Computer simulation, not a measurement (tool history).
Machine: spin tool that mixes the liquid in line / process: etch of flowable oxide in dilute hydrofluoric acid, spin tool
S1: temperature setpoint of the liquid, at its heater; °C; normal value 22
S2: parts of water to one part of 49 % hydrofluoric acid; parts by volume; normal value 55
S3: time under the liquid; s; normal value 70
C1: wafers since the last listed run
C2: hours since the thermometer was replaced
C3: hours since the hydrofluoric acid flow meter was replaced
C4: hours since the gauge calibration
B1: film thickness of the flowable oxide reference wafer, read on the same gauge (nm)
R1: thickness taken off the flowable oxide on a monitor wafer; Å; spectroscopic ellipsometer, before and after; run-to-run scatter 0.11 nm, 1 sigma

{"run": 1, "hour": 0.0, "S1": 22, "S2": 55, "S3": 70, "C1": 0, "C2": 2223.2, "C3": 1504.5, "C4": 174.4, "B1": 60, "R1": 552.3}
{"run": 2, "hour": 9.3, "S1": 22, "S2": 55, "S3": 70, "C1": 127, "C2": 2232.5, "C3": 1513.8, "C4": 183.7, "B1": 60.01, "R1": 552.5}
{"run": 3, "hour": 19.6, "S1": 22, "S2": 55, "S3": 70, "C1": 141, "C2": 2242.8, "C3": 1524.1, "C4": 194, "B1": 60, "R1": 552.1}
{"run": 4, "hour": 31.4, "S1": 22, "S2": 65, "S3": 70, "C1": 162, "C2": 2254.6, "C3": 1535.9, "C4": 205.8, "B1": 59.99, "R1": 462.6}
{"run": 5, "hour": 46.7, "S1": 22, "S2": 55, "S3": 70, "C1": 210, "C2": 2269.9, "C3": 1551.2, "C4": 221.1, "B1": 59.98, "R1": 552.3}
{"run": 6, "hour": 60.7, "S1": 22, "S2": 55, "S3": 70, "C1": 192, "C2": 2283.9, "C3": 1565.2, "C4": 235.1, "B1": 60.03, "R1": 553.3}
{"hour": 80.7, "done": "gauge calibrated"}
{"hour": 101.1, "done": "thermometer replaced"}
{"run": 7, "hour": 111.6, "S1": 22, "S2": 55, "S3": 70, "C1": 686, "C2": 10.5, "C3": 1616.1, "C4": 30.9, "B1": 59.97, "R1": 606.4}
{"run": 8, "hour": 121.6, "S1": 22, "S2": 55, "S3": 70, "C1": 137, "C2": 20.5, "C3": 1626.1, "C4": 40.9, "B1": 60.02, "R1": 606.5}
{"run": 9, "hour": 138.3, "S1": 22, "S2": 55, "S3": 70, "C1": 229, "C2": 37.2, "C3": 1642.8, "C4": 57.6, "B1": 60.02, "R1": 607.7}
{"run": 10, "hour": 154.1, "S1": 26.5, "S2": 55, "S3": 70, "C1": 217, "C2": 53, "C3": 1658.6, "C4": 73.4, "B1": 59.98, "R1": 726.3}
{"run": 11, "hour": 165.6, "S1": 24.5, "S2": 75, "S3": 70, "C1": 158, "C2": 64.5, "C3": 1670.1, "C4": 84.9, "B1": 59.98, "R1": 481.7}
{"hour": 177.3, "done": "hydrofluoric acid flow meter replaced"}
{"run": 12, "hour": 177.8, "S1": 26, "S2": 35, "S3": 45, "C1": 154, "C2": 76.7, "C3": 0.5, "C4": 97.1, "B1": 59.97, "R1": 665.8}
{"run": 13, "hour": 194.0, "S1": 18, "S2": 30, "S3": 70, "C1": 222, "C2": 92.9, "C3": 16.7, "C4": 113.3, "B1": 59.99, "R1": 861.6}
{"run": 14, "hour": 207.3, "S1": 22, "S2": 80, "S3": 70, "C1": 182, "C2": 106.2, "C3": 30, "C4": 126.6, "B1": 60.02, "R1": 363.5}
{"run": 15, "hour": 216.6, "S1": 22, "S2": 55, "S3": 70, "C1": 127, "C2": 115.5, "C3": 39.3, "C4": 135.9, "B1": 60, "R1": 541.3}
{"run": 16, "hour": 231.4, "S1": 24, "S2": 40, "S3": 30, "C1": 203, "C2": 130.3, "C3": 54.1, "C4": 150.7, "B1": 59.99, "R1": 355.3}

Table of differences, measured result less the result of that run with no hidden state. Run-to-run variation is the same in both. Gauge scatter possibly is not:
What the log doesn't record here: liquid colder than its thermometer reads (K); hydrofluoric acid flow above the setpoint (%); gauge reads high (%).
run=1 R1=+5.3
run=2 R1=+5.3
run=3 R1=+5.5
run=4 R1=+5.4
run=5 R1=+5.8
run=6 R1=+5.8
run=7 R1=+58.7
run=8 R1=+58.8
run=9 R1=+59
run=10 R1=+71.3
run=11 R1=+48.2
run=12 R1=-4.8
run=13 R1=-6.6
run=14 R1=-2.3
run=15 R1=-3.6
run=16 R1=-2.2

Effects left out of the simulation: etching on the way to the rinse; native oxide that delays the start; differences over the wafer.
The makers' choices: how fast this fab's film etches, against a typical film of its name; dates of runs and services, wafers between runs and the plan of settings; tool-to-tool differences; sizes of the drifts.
